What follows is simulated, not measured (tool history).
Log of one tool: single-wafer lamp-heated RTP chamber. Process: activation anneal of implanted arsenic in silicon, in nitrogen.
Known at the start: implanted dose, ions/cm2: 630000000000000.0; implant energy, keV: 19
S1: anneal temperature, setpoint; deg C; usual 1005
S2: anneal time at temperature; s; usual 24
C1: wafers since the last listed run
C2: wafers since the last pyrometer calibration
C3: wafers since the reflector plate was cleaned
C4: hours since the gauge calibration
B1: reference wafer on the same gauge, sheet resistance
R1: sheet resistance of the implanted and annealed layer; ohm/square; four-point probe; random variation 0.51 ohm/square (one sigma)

run   hour    S1  S2   C1    C2    C3     C4      B1      R1
  1      0  1005  24    0   619   287   78.1  210.06  192.91
  2   31.4  1016  24  308   927   595  109.5   209.8  190.02
  3   46.1  1016  24  144  1072   740  124.2  210.16  190.96
  4   74.2  1016  24  276  1348  1016  152.3  210.12   190.5
  5  107.9  1005  24  331  1680  1348    186  209.88  192.01
  6  157.3  1005  24  485  2166  1834  235.4  210.12  192.17
  7    178  1005  24  203  2369  2037  256.1  209.92  192.61
  8  207.9  1005  24  294  2663  2331    286  209.96  191.53
  9  228.4  1005  24  201  2865  2533  306.5  210.19  191.81
 10  249.4  1005  24  206  3071  2739  327.5  210.05  192.11
 11  270.2  1005  24  204  3276  2944  348.3  210.09  191.58
 12  282.9  1005  24  124  3401  3069    361  209.89  190.99
 13  304.6  1005  24  213  3614  3282  382.7  210.06  192.06
 14  323.5   992  30  185  3800  3468  401.6  209.85  193.43
 15    357  1018  24  329  4129  3797  435.1  210.03  188.38
 16  385.8  1028  35  283  4413  4081  463.9  210.06  183.28
 17    415  1005  24  287  4700  4368  493.1   210.1   191.4
 18  429.5  1005  24  142  4842  4510  507.6  209.94  192.38
 19  454.5  1023  15  245  5088  4756  532.6   210.1  191.54
     495.4  -- pyrometer window cleaned and pyrometer calibrated
 20  495.9  1005  24  328     5  5085    574  209.99  191.42
 21  510.1  1005  24  139   144  5224  588.2  209.93  192.09
     524.6  -- reflector plate cleaned
     524.9  -- gauge calibrated
 22  540.6   976  24  221   366   157   15.7   209.8  199.42
 23  564.4  1005  35  234   600   391   39.5  209.84   190.4
 24  585.2  1005  24  204   804   596   60.3   210.2  192.57
 25  606.2  1020  36  206  1011   802   81.3  209.99  185.33
 26  625.4   981  17  188  1199   991  100.5  210.03  199.71
 27  658.1  1023  35  321  1521  1313  133.2  209.97   185.2

Some steps in R1 between neighbouring runs. How much of each would the tool show without its hidden state too (settings, what came in, random variation), and how much is left for the hidden state, with any gauge scatter that isn't in both results?
The hidden state here: true wafer temperature minus pyrometer reading, K; wafer temperature error from the tarnished reflector plate, K; gauge reads high (%).
Run 21 -> 22: S1 1005 -> 976, reflector plate cleaned, gauge calibrated. R1 +7.33 ohm/square: hidden state +1.62, all else +5.71.
Run 25 -> 26: S1 1020 -> 981, S2 36 -> 17. R1 +14.38 ohm/square: hidden state +0.11, all else +14.27.
Run 26 -> 27: S1 981 -> 1023, S2 17 -> 35. R1 -14.51 ohm/square: hidden state -0.44, all else -14.07.

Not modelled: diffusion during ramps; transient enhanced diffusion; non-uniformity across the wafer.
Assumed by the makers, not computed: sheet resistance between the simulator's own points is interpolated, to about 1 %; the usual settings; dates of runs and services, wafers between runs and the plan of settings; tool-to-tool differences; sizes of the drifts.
